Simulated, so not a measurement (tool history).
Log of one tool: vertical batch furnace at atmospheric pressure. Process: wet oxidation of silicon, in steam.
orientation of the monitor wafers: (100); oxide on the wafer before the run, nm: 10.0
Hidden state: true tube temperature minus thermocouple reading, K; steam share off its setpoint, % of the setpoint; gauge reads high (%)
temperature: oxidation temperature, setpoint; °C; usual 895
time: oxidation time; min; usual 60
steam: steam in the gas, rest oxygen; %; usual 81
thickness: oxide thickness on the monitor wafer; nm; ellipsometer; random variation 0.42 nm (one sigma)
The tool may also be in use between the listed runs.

run,hour,temperature,time,steam,wafers since the last listed run,hours since the last temperature calibration,hours since the steam generator was serviced,hours since the gauge calibration,"read-back reference wafer on the same gauge, thickness",thickness
1,0,895,69,81,0,2675.6,3357.6,2512.1,111.98,145.49
2,74.1,895,69,81,1086,2749.7,3431.7,2586.2,112.04,144.81
3,104.6,887,60,81,447,2780.2,3462.2,2616.7,112.11,115.33
4,159.1,887,60,81,799,2834.7,3516.7,2671.2,112.06,115.01
# hour 193.3: steam generator serviced
5,216.9,895,60,81,495,2892.5,23.6,2729,111.95,128.72
6,285.2,895,60,81,1001,2960.8,91.9,2797.3,111.87,129.07
7,355,895,60,81,1023,3030.6,161.7,2867.1,112.13,128.74
8,403.8,895,60,81,715,3079.4,210.5,2915.9,112.1,128.42
9,468.2,895,60,81,944,3143.8,274.9,2980.3,112,128.9
10,494,895,60,81,378,3169.6,300.7,3006.1,112.07,129.18
11,560.7,902,60,81,977,3236.3,367.4,3072.8,112.02,142.55
12,613.4,902,60,81,772,3289,420.1,3125.5,112.1,141.25
13,658.7,906,60,78,664,3334.3,465.4,3170.8,112.03,143.97
14,685.5,895,60,81,392,3361.1,492.2,3197.6,112.06,129.61
# hour 743.6: thermocouples replaced and temperature profile calibrated
15,744.1,877,84,81,507,0.5,550.8,3256.2,112.08,132.76
16,788.6,875,74,87,652,45,595.3,3300.7,111.89,122.92
17,820.4,895,60,70,466,76.8,627.1,3332.5,111.84,113.54
18,857.3,895,60,81,541,113.7,664,3369.4,111.97,129.8
19,889.3,911,75.5,70,469,145.7,696,3401.4,112,169.47
20,932.1,895,76,81,627,188.5,738.8,3444.2,112.03,157.16
21,966.5,886,52.5,72,504,222.9,773.2,3478.6,112,91.57
# hour 1108.2: gauge calibrated
22,1150.1,870,46.5,73,2691,406.5,956.8,41.9,111.78,66.38
23,1205.6,895,60,81,813,462,1012.3,97.4,111.94,128.66
24,1409.8,907,39.5,90,2993,666.2,1216.5,301.6,111.94,115.59
25,1454.7,907,52,69,658,711.1,1261.4,346.5,111.82,117.11
26,1521.6,887,81,85,980,778,1328.3,413.4,112.09,155.17
27,1591.4,910,40,89,1023,847.8,1398.1,483.2,112.07,120.41
28,1627.8,895,49.5,88,533,884.2,1434.5,519.6,111.92,117.37
29,1674.1,895,60,81,678,930.5,1480.8,565.9,111.94,129.31
30,1840.1,881,38.5,74,2433,1096.5,1646.8,731.9,111.95,67.69
31,1878,895,60,81,555,1134.4,1684.7,769.8,111.9,128.67
32,1926.9,872,75.5,84,716,1183.3,1733.6,818.7,112.12,115.97
33,1954.2,903,60,70,400,1210.6,1760.9,846,111.94,126.61
34,2000.4,911,60,81,677,1256.8,1807.1,892.2,112,159.09
35,2029.7,880,49,91,429,1286.1,1836.4,921.5,112,96.98
36,2080,895,60,81,737,1336.4,1886.7,971.8,112.07,128.57
37,2127.2,895,60,81,692,1383.6,1933.9,1019,112.08,128.98

The tool's hidden state at each run:
true tube temperature minus thermocouple reading, K: 0 in every run
steam share off its setpoint, % of the setpoint: 0 in every run
gauge reads high (%): 0 in every run
